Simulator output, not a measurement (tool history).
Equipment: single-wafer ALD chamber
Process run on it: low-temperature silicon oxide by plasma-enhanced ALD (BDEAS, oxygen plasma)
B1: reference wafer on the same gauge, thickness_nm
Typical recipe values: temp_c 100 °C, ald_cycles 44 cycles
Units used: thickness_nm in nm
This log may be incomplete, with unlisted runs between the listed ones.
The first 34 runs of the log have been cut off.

{"run": 35, "hour": 470.4, "temp_c": 100, "ald_cycles": 44, "B1": 4.762, "thickness_nm": 5.866}
{"run": 36, "hour": 486.0, "temp_c": 92, "ald_cycles": 49, "B1": 4.759, "thickness_nm": 6.745}
{"run": 37, "hour": 497.9, "temp_c": 100, "ald_cycles": 44, "B1": 4.76, "thickness_nm": 5.876}
{"run": 38, "hour": 505.1, "temp_c": 100, "ald_cycles": 44, "B1": 4.761, "thickness_nm": 5.858}
{"run": 39, "hour": 520.6, "temp_c": 100, "ald_cycles": 44, "B1": 4.761, "thickness_nm": 5.865}
{"run": 40, "hour": 534.6, "temp_c": 87, "ald_cycles": 41, "B1": 4.759, "thickness_nm": 5.728}
{"run": 41, "hour": 551.7, "temp_c": 89, "ald_cycles": 50, "B1": 4.761, "thickness_nm": 6.936}
{"run": 42, "hour": 562.9, "temp_c": 100, "ald_cycles": 44, "B1": 4.761, "thickness_nm": 5.86}
{"run": 43, "hour": 569.9, "temp_c": 89, "ald_cycles": 40, "B1": 4.76, "thickness_nm": 5.579}
{"run": 44, "hour": 585.9, "temp_c": 113, "ald_cycles": 52, "B1": 4.76, "thickness_nm": 6.729}
{"run": 45, "hour": 601.6, "temp_c": 92, "ald_cycles": 44, "B1": 4.761, "thickness_nm": 6.028}
{"run": 46, "hour": 618.0, "temp_c": 109, "ald_cycles": 50, "B1": 4.759, "thickness_nm": 6.539}

Consider 5 possible next runs. They are alternatives, not a sequence: every one starts from the tool as it was left by run 46. What does each give?
{"run": "A", "hour": 618.5, "temp_c": 100, "ald_cycles": 44, "B1": "?", "thickness_nm": "?"}
{"run": "B", "hour": 618.5, "temp_c": 89, "ald_cycles": 47, "B1": "?", "thickness_nm": "?"}
{"run": "C", "hour": 618.5, "temp_c": 100, "ald_cycles": 47, "B1": "?", "thickness_nm": "?"}
{"run": "D", "hour": 618.5, "temp_c": 87, "ald_cycles": 37, "B1": "?", "thickness_nm": "?"}
{"run": "E", "hour": 618.5, "temp_c": 104, "ald_cycles": 42, "B1": "?", "thickness_nm": "?"}

run=A B1=4.759 thickness_nm=5.862
run=B B1=4.759 thickness_nm=6.545
run=C B1=4.759 thickness_nm=6.262
run=D B1=4.759 thickness_nm=5.193
run=E B1=4.759 thickness_nm=5.549
Without the tool's hidden state the same runs would have given:
run=A thickness_nm=5.862
run=B thickness_nm=6.545
run=C thickness_nm=6.262
run=D thickness_nm=5.193
run=E thickness_nm=5.55
